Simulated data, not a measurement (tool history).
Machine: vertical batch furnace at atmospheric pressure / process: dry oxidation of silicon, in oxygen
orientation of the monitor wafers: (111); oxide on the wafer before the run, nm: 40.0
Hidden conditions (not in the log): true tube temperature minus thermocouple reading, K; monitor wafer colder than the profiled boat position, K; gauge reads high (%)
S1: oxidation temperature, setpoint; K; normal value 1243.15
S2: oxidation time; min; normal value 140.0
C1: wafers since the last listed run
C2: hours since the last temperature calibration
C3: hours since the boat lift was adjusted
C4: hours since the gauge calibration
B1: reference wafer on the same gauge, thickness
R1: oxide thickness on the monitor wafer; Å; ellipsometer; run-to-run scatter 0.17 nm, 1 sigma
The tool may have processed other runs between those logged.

run	hour	S1	S2	C1	C2	C3	C4	B1	R1
1	0.0	1254.15	140.0	0	3659.3	5506.6	194.5	129.44	1202.3
2	13.2	1254.15	140.0	164	3672.5	5519.8	207.7	129.46	1199.8
3	45.4	1243.15	140.0	400	3704.7	5552.0	239.9	129.29	1129.3
4	67.8	1243.15	140.0	278	3727.1	5574.4	262.3	129.15	1130.5
5	89.4	1243.15	140.0	268	3748.7	5596.0	283.9	128.96	1128.6
6	110.3	1228.15	140.0	260	3769.6	5616.9	304.8	128.81	1038.6
# hour 140.7: thermocouples replaced and temperature profile calibrated
7	141.2	1231.15	140.0	85	0.5	5647.8	335.7	128.60	1054.5
8	155.8	1243.15	140.0	181	15.1	5662.4	350.3	128.47	1124.3
9	180.6	1243.15	140.0	308	39.9	5687.2	375.1	128.24	1116.5
# hour 198.6: gauge calibrated
# hour 219.4: boat lift adjusted
10	219.9	1243.15	140.0	190	79.2	0.5	21.3	130.00	1134.0
11	230.6	1250.15	101.0	133	89.9	11.2	32.0	129.99	1003.0
12	266.1	1243.15	76.0	442	125.4	46.7	67.5	129.93	851.3
13	284.6	1243.15	161.5	230	143.9	65.2	86.0	129.95	1221.0
14	298.5	1232.15	73.5	173	157.8	79.1	99.9	129.86	792.9
15	316.8	1262.15	93.5	227	176.1	97.4	118.2	129.82	1025.6
16	345.5	1243.15	186.5	357	204.8	126.1	146.9	129.76	1312.7
17	374.7	1256.15	78.0	363	234.0	155.3	176.1	129.62	913.7

List, for all runs, the conditions of the tool that the log does not record:
true tube temperature minus thermocouple reading, K: 0 in every run
monitor wafer colder than the profiled boat position, K: 0 in every run
H1: gauge reads high (%)
run	H1
1	-0.406
2	-0.454
3	-0.583
4	-0.684
5	-0.79
6	-0.9
7	-1.08
8	-1.17
9	-1.33
10	-0.00395
11	-0.00907
12	-0.0408
13	-0.0662
14	-0.0894
15	-0.125
16	-0.193
17	-0.278

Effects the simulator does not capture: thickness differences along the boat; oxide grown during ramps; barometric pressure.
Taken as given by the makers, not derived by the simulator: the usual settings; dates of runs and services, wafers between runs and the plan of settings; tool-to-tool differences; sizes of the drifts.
